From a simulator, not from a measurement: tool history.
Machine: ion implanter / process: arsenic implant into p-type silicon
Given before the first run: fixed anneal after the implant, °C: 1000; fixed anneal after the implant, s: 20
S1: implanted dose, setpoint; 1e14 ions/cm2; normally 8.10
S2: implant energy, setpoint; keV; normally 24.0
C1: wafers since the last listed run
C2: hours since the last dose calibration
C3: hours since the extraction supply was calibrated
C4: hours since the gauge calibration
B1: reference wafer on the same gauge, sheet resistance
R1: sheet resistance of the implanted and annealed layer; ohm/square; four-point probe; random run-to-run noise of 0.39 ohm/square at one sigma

run	hour	S1	S2	C1	C2	C3	C4	B1	R1
1	0.0	9.06	24.0	0	519.4	3023.0	389.2	154.90	135.24
2	13.3	8.10	24.0	264	532.7	3036.3	402.5	154.95	144.48
3	41.5	8.10	24.0	560	560.9	3064.5	430.7	155.03	144.42
4	58.1	8.10	30.0	329	577.5	3081.1	447.3	154.91	137.03
5	75.9	8.10	30.0	353	595.3	3098.9	465.1	155.00	137.59
6	92.2	8.10	30.0	323	611.6	3115.2	481.4	154.81	137.81
7	112.7	8.10	24.0	407	632.1	3135.7	501.9	155.06	144.15
8	132.1	8.10	24.0	385	651.5	3155.1	521.3	154.96	143.62
9	144.7	8.10	24.0	250	664.1	3167.7	533.9	155.02	143.43
10	167.9	7.01	24.0	460	687.3	3190.9	557.1	154.88	158.31
11	197.5	7.01	24.0	588	716.9	3220.5	586.7	154.99	159.19
12	230.4	7.01	24.0	653	749.8	3253.4	619.6	155.04	157.93
13	243.2	6.29	24.0	254	762.6	3266.2	632.4	154.93	170.24
14	267.0	6.29	24.0	472	786.4	3290.0	656.2	154.92	170.50
15	280.8	6.29	24.0	274	800.2	3303.8	670.0	155.04	170.30
16	295.5	9.36	24.0	292	814.9	3318.5	684.7	155.04	131.70
# hour 311.2: Faraday cup replaced and dose calibrated
# hour 319.4: extraction supply calibrated
17	319.9	8.10	28.5	166	8.7	0.5	709.1	154.93	141.77
18	343.4	6.21	26.0	466	32.2	24.0	732.6	155.07	173.63
19	377.8	8.10	28.0	683	66.6	58.4	767.0	154.90	141.25
20	409.4	7.43	16.0	627	98.2	90.0	798.6	154.98	168.07
21	427.7	6.29	24.0	363	116.5	108.3	816.9	155.08	172.96
22	463.4	6.29	24.0	709	152.2	144.0	852.6	154.91	173.41
23	497.9	8.10	24.0	685	186.7	178.5	887.1	154.99	145.81
24	514.8	9.40	18.5	335	203.6	195.4	904.0	155.03	142.57
25	543.7	8.79	19.0	574	232.5	224.3	932.9	155.02	146.10
# hour 548.1: gauge calibrated
26	569.8	6.37	31.0	518	258.6	250.4	21.7	155.03	163.89
27	590.9	8.10	24.0	419	279.7	271.5	42.8	154.97	145.56
28	616.8	8.10	30.5	514	305.6	297.4	68.7	154.86	136.91
29	650.8	9.83	18.5	675	339.6	331.4	102.7	155.11	138.95
30	669.0	10.35	30.0	361	357.8	349.6	120.9	154.95	118.39
31	694.7	7.07	31.5	510	383.5	375.3	146.6	155.02	149.93
32	712.4	8.10	31.5	351	401.2	393.0	164.3	155.17	135.88
33	731.9	10.02	32.0	387	420.7	412.5	183.8	154.89	118.20
34	756.7	9.26	28.0	492	445.5	437.3	208.6	154.92	127.94

What differs in the tool's unlogged condition from the final listed run ahead of each entry between runs to the first listed run following it?
In the gap between runs 16 and 17: Faraday cup replaced and dose calibrated (hour 311.2); extraction supply calibrated (hour 319.4)
  deviation of the true dose from the Faraday cup's reading, %: 4.21 -> 0.518
  measured value less the no-hidden-state value, R1: -3.16 -> -0.50 ohm/square
In the gap between runs 25 and 26: gauge calibrated (hour 548.1)
  deviation of the true dose from the Faraday cup's reading, %: 1.8 -> 1.95
  measured value less the no-hidden-state value, R1: -1.46 -> -2.37 ohm/square
